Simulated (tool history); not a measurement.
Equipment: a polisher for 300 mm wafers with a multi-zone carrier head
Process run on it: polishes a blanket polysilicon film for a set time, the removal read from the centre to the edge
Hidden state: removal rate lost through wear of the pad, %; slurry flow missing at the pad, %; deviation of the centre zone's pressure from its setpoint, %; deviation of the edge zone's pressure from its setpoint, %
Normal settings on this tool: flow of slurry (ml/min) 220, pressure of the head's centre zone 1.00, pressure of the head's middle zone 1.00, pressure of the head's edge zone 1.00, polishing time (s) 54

run	hour	flow of slurry (ml/min)	pressure of the head's centre zone	pressure of the head's middle zone	pressure of the head's edge zone	polishing time (s)	wafers since the last listed run	wafers polished on this pad	hours since the slurry nozzle was cleaned	hours since the centre zone pressure was calibrated	hours since the edge zone pressure was calibrated	hours since the carrier head's membrane was replaced	incoming thickness of the incoming film, nm	film removed at the wafer's centre (nm)	film removed at mid-radius (nm)	film removed at the wafer's edge (nm)
1	0.0	220	1.00	1.00	1.00	54	0	4	123.6	306.4	160.1	254.0	2136.0	705.4	622.5	649.9
2	15.1	245	1.00	1.00	1.00	54	142	146	138.7	321.5	175.2	269.1	2127.3	691.9	617.3	655.6
3	46.7	290	1.00	1.00	1.00	54	297	444	170.3	353.1	206.8	300.7	2132.3	708.8	628.5	651.9
4	62.4	220	1.00	1.00	1.00	54	147	591	186.0	368.8	222.5	316.4	2160.8	685.6	620.4	635.5
5	153.5	220	1.04	1.09	1.12	35	857	1449	277.1	459.9	313.6	407.5	2125.6	433.9	411.5	407.5
# hour 171.2: centre zone pressure recalibrated
6	187.0	220	1.00	1.00	1.00	54	296	1746	310.6	15.8	347.1	441.0	2113.7	568.5	583.7	600.8
7	199.0	250	1.05	1.00	1.00	54	112	1859	322.6	27.8	359.1	453.0	2098.3	607.7	569.8	602.7
8	232.5	220	0.90	1.00	1.00	54	315	2174	356.1	61.3	392.6	486.5	2155.3	520.6	572.5	585.3
# hour 247.8: slurry nozzle cleaned
9	265.8	220	0.97	1.00	1.09	71	304	2478	18.0	94.6	425.9	519.8	2115.3	752.4	736.3	774.3
# hour 291.7: worn pad replaced by a new one
10	292.2	220	1.00	1.00	1.00	54	210	4	44.4	121.0	452.3	546.2	2130.6	666.8	624.4	643.4
11	307.8	155	0.90	1.00	1.00	54	146	151	60.0	136.6	467.9	561.8	2135.3	579.4	606.7	624.5
12	321.8	220	1.00	1.00	0.91	42	131	283	74.0	150.6	481.9	575.8	2143.9	524.8	476.0	473.1
13	335.6	260	1.05	1.00	1.00	63	129	412	87.8	164.4	495.7	589.6	2133.7	829.7	725.6	751.3
14	420.4	220	0.92	1.00	1.07	54	798	1211	172.6	249.2	580.5	674.4	2174.1	608.1	596.4	618.0
15	446.6	220	0.89	1.00	1.00	54	246	1457	198.8	275.4	606.7	700.6	2158.1	568.1	594.7	601.7
16	472.9	245	1.00	1.05	1.00	54	247	1705	225.1	301.7	633.0	726.9	2126.8	656.5	599.4	600.6
17	485.9	220	1.00	1.00	1.00	54	122	1827	238.1	314.7	646.0	739.9	2148.2	650.1	573.2	590.3
18	510.0	220	1.00	1.00	1.00	54	226	2054	262.2	338.8	670.1	764.0	2129.9	637.3	562.4	596.0

The next listed run, before its measurement:
19	523.8	220	1.00	1.11	1.00	54	129	2184	276.0	352.6	683.9	777.8	2163.8	?	?	?

Logged for run 19: film removed at the wafer's centre (nm) 620.1, film removed at mid-radius (nm) 619.6, film removed at the wafer's edge (nm) 570.6.
Were there no unlogged condition in the tool, this run, its random variation unchanged, would have produced film removed at the wafer's centre (nm) 637.8, film removed at mid-radius (nm) 701.0, film removed at the wafer's edge (nm) 645.3.
